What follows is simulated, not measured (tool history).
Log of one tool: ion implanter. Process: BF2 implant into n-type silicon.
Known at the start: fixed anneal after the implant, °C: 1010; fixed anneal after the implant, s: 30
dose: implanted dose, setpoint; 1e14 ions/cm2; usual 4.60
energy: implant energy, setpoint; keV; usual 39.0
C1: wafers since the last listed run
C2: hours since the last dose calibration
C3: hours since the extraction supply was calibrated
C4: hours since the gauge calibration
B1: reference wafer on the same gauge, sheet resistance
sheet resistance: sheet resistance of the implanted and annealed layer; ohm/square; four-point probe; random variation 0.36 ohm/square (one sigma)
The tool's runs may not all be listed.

run 1 hour=0.0 | dose=4.60 energy=29.5 | C1=0 C2=1081.5 C3=4918.7 C4=42.9 | B1=247.95 | sheet_resistance=261.31
run 2 hour=11.5 | dose=4.60 energy=29.5 | C1=210 C2=1093.0 C3=4930.2 C4=54.4 | B1=247.81 | sheet_resistance=261.48
run 3 hour=21.0 | dose=5.38 energy=39.0 | C1=174 C2=1102.5 C3=4939.7 C4=63.9 | B1=248.15 | sheet_resistance=221.91
run 4 hour=30.7 | dose=5.38 energy=39.0 | C1=177 C2=1112.2 C3=4949.4 C4=73.6 | B1=247.96 | sheet_resistance=221.58
-- hour=58.8 gauge calibrated
run 5 hour=71.7 | dose=5.26 energy=39.0 | C1=751 C2=1153.2 C3=4990.4 C4=12.9 | B1=247.94 | sheet_resistance=226.82
-- hour=90.4 extraction supply calibrated
run 6 hour=90.9 | dose=5.26 energy=39.0 | C1=205 C2=1172.4 C3=0.5 C4=32.1 | B1=247.94 | sheet_resistance=227.03
run 7 hour=92.1 | dose=5.26 energy=39.0 | C1=21 C2=1173.6 C3=1.7 C4=33.3 | B1=247.97 | sheet_resistance=226.25
run 8 hour=100.9 | dose=5.58 energy=34.5 | C1=161 C2=1182.4 C3=10.5 C4=42.1 | B1=247.84 | sheet_resistance=218.24
run 9 hour=118.1 | dose=3.38 energy=44.5 | C1=315 C2=1199.6 C3=27.7 C4=59.3 | B1=247.86 | sheet_resistance=327.21
run 10 hour=134.2 | dose=3.68 energy=32.5 | C1=295 C2=1215.7 C3=43.8 C4=75.4 | B1=248.00 | sheet_resistance=313.18
run 11 hour=146.5 | dose=5.06 energy=42.5 | C1=225 C2=1228.0 C3=56.1 C4=87.7 | B1=247.95 | sheet_resistance=232.21
-- hour=154.5 gauge calibrated
-- hour=166.8 Faraday cup replaced and dose calibrated
run 12 hour=167.3 | dose=3.68 energy=32.5 | C1=234 C2=0.5 C3=76.9 C4=12.8 | B1=248.01 | sheet_resistance=299.49
run 13 hour=177.4 | dose=4.60 energy=49.5 | C1=185 C2=10.6 C3=87.0 C4=22.9 | B1=247.94 | sheet_resistance=238.90
run 14 hour=191.1 | dose=5.53 energy=29.0 | C1=251 C2=24.3 C3=100.7 C4=36.6 | B1=247.96 | sheet_resistance=217.46
run 15 hour=209.1 | dose=5.58 energy=34.5 | C1=329 C2=42.3 C3=118.7 C4=54.6 | B1=247.99 | sheet_resistance=210.94

Forecast each of these 5 alternatives for the next run:
run A hour=209.5 | dose=4.60 energy=39.0 | C1=7 C2=42.7 C3=119.1 C4=55.0 | B1=? | sheet_resistance=?
run B hour=209.5 | dose=3.88 energy=39.0 | C1=7 C2=42.7 C3=119.1 C4=55.0 | B1=? | sheet_resistance=?
run C hour=209.5 | dose=5.37 energy=26.5 | C1=7 C2=42.7 C3=119.1 C4=55.0 | B1=? | sheet_resistance=?
run D hour=209.5 | dose=5.91 energy=43.5 | C1=7 C2=42.7 C3=119.1 C4=55.0 | B1=? | sheet_resistance=?
run E hour=209.5 | dose=5.06 energy=39.0 | C1=7 C2=42.7 C3=119.1 C4=55.0 | B1=? | sheet_resistance=?

run=A B1=248.14 sheet_resistance=244.35
run=B B1=248.14 sheet_resistance=283.07
run=C B1=248.14 sheet_resistance=225.75
run=D B1=248.14 sheet_resistance=195.43
run=E B1=248.14 sheet_resistance=225.26
Without the tool's hidden state the same runs would have given:
run=A sheet_resistance=242.72
run=B sheet_resistance=281.16
run=C sheet_resistance=224.39
run=D sheet_resistance=194.15
run=E sheet_resistance=223.77
